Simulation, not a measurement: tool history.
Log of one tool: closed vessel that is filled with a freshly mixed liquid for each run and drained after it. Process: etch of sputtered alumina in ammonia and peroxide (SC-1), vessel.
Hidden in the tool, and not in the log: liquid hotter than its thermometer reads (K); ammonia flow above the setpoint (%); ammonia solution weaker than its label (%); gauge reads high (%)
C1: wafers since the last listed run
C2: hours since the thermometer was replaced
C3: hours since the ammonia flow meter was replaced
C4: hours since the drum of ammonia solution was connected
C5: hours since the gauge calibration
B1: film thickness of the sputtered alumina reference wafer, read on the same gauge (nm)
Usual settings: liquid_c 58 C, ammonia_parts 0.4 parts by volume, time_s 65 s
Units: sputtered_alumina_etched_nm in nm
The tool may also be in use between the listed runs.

Run 1, day 0: usual settings but ammonia_parts 0.5 parts by volume; C1 0; C2 688.8; C3 673.2; C4 643; C5 177.9; B1 100.018. Result: sputtered_alumina_etched_nm 4.992 nm.
Run 2, day 1.25: usual settings but ammonia_parts 0.5 parts by volume; C1 3838; C2 718.8; C3 703.2; C4 673; C5 207.9; B1 100.004. Result: sputtered_alumina_etched_nm 5.015 nm.
Run 3, day 2.983: usual settings but ammonia_parts 0.5 parts by volume; C1 5323; C2 760.4; C3 744.8; C4 714.6; C5 249.5; B1 100.012. Result: sputtered_alumina_etched_nm 5.032 nm.
Run 4, day 4.054: usual settings but liquid_c 53 C, ammonia_parts 0.5 parts by volume; C1 3288; C2 786.1; C3 770.5; C4 740.3; C5 275.2; B1 99.999. Result: sputtered_alumina_etched_nm 3.87 nm.
At day 4.596: gauge calibrated.
Run 5, day 5.104: usual settings; C1 3224; C2 811.3; C3 795.7; C4 765.5; C5 12.2; B1 100.006. Result: sputtered_alumina_etched_nm 4.962 nm.
At day 5.175: thermometer replaced.
Run 6, day 5.867: usual settings; C1 2213; C2 16.6; C3 814; C4 783.8; C5 30.5; B1 100.013. Result: sputtered_alumina_etched_nm 4.709 nm.
At day 6.079: ammonia flow meter replaced.
Run 7, day 6.483: usual settings; C1 1765; C2 31.4; C3 9.7; C4 798.6; C5 45.3; B1 100.001. Result: sputtered_alumina_etched_nm 4.709 nm.
Run 8, day 7.271: usual settings but liquid_c 51 C; C1 2418; C2 50.3; C3 28.6; C4 817.5; C5 64.2; B1 99.995. Result: sputtered_alumina_etched_nm 3.224 nm.
Run 9, day 8.471: usual settings but liquid_c 62.5 C, ammonia_parts 0.25 parts by volume; C1 3685; C2 79.1; C3 57.4; C4 846.3; C5 93; B1 99.968. Result: sputtered_alumina_etched_nm 5.648 nm.

Run 10 comes next. What will it give?
Run 10, day 9.562: usual settings; C1 3352; C2 105.3; C3 83.6; C4 872.5; C5 119.2; B1 ?. Result: sputtered_alumina_etched_nm ?.

Run 10 gave B1 100.009, sputtered_alumina_etched_nm 4.708 nm.
Without the tool's hidden state the same run would have given sputtered_alumina_etched_nm 4.611 nm.

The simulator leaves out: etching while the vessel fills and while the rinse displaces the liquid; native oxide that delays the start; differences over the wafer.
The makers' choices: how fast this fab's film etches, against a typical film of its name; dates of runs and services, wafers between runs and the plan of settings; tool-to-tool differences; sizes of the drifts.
